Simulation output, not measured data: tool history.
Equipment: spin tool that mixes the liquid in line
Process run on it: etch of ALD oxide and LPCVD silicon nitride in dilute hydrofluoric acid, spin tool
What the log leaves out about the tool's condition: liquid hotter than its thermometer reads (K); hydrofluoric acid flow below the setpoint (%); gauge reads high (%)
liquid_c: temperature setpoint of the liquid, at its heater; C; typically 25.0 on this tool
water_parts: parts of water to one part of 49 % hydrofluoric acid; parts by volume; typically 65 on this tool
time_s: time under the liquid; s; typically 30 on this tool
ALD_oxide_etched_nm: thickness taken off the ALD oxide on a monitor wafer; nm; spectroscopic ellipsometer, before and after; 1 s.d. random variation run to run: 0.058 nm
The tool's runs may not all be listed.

run	hour	liquid_c	water_parts	time_s	wafers since the last listed run	hours since the thermometer was replaced	hours since the hydrofluoric acid flow meter was replaced	hours since the gauge calibration	read-back film thickness of the ALD oxide reference wafer, read on the same gauge (nm)	ALD_oxide_etched_nm
1	0.0	25.0	65	45	0	40.1	20.9	321.0	29.99	21.27
2	92.5	25.0	65	45	1397	132.6	113.4	413.5	29.98	21.48
3	141.3	25.0	65	30	737	181.4	162.2	462.3	29.99	14.39
4	220.6	25.0	65	30	1198	260.7	241.5	541.6	30.00	14.52
5	295.8	27.5	65	30	1136	335.9	316.7	616.8	29.98	16.09
6	374.3	27.5	65	30	1186	414.4	395.2	695.3	30.00	15.95
7	444.0	25.0	60	30	1053	484.1	464.9	765.0	30.01	15.86
8	481.1	25.0	65	40	560	521.2	502.0	802.1	29.99	19.45
9	528.0	25.0	65	40	708	568.1	548.9	849.0	30.02	19.47
10	657.9	25.0	45	45	1962	698.0	678.8	978.9	30.01	32.65
# hour 659.4: thermometer replaced
# hour 740.6: hydrofluoric acid flow meter replaced
11	764.1	25.0	45	45	1574	104.7	23.5	1085.1	30.00	32.02
# hour 786.0: gauge calibrated
12	834.4	28.0	65	30	1062	175.0	93.8	48.4	30.02	16.10
13	883.8	25.0	65	30	746	224.4	143.2	97.8	30.00	14.36
14	956.3	21.0	65	15	1095	296.9	215.7	170.3	29.99	6.12
15	1019.6	25.0	80	30	956	360.2	279.0	233.6	30.00	11.60
16	1064.0	28.5	45	15	670	404.6	323.4	278.0	30.00	12.46
17	1106.2	21.0	65	15	637	446.8	365.6	320.2	29.99	6.16
18	1144.5	30.0	65	30	578	485.1	403.9	358.5	30.01	17.70
19	1213.1	25.0	65	15	1036	553.7	472.5	427.1	30.00	7.37
# hour 1265.0: thermometer replaced
20	1300.8	25.0	65	30	1309	35.8	560.2	514.8	30.02	14.31
21	1337.8	20.5	65	50	559	72.8	597.2	551.8	29.99	19.87
22	1424.4	22.5	45	45	1308	159.4	683.8	638.4	30.01	28.63
23	1506.6	28.5	65	35	1241	241.6	766.0	720.6	30.00	19.35
# hour 1553.8: hydrofluoric acid flow meter replaced
24	1588.6	25.0	80	30	1223	323.6	34.8	802.6	30.00	11.53
25	1634.5	25.0	65	35	693	369.5	80.7	848.5	30.01	16.73

Exercise: give the hidden state of the tool at every run:
hydrofluoric acid flow below the setpoint (%): 0, the same for each run
gauge reads high (%): 0, the same for each run
H1: liquid hotter than its thermometer reads (K)
run	H1
1	0.0938
2	0.198
3	0.253
4	0.343
5	0.428
6	0.516
7	0.595
8	0.637
9	0.69
10	0.836
11	0.15
12	0.23
13	0.285
14	0.367
15	0.439
16	0.489
17	0.536
18	0.579
19	0.657
20	0.0582
21	0.0999
22	0.198
23	0.29
24	0.383
25	0.435
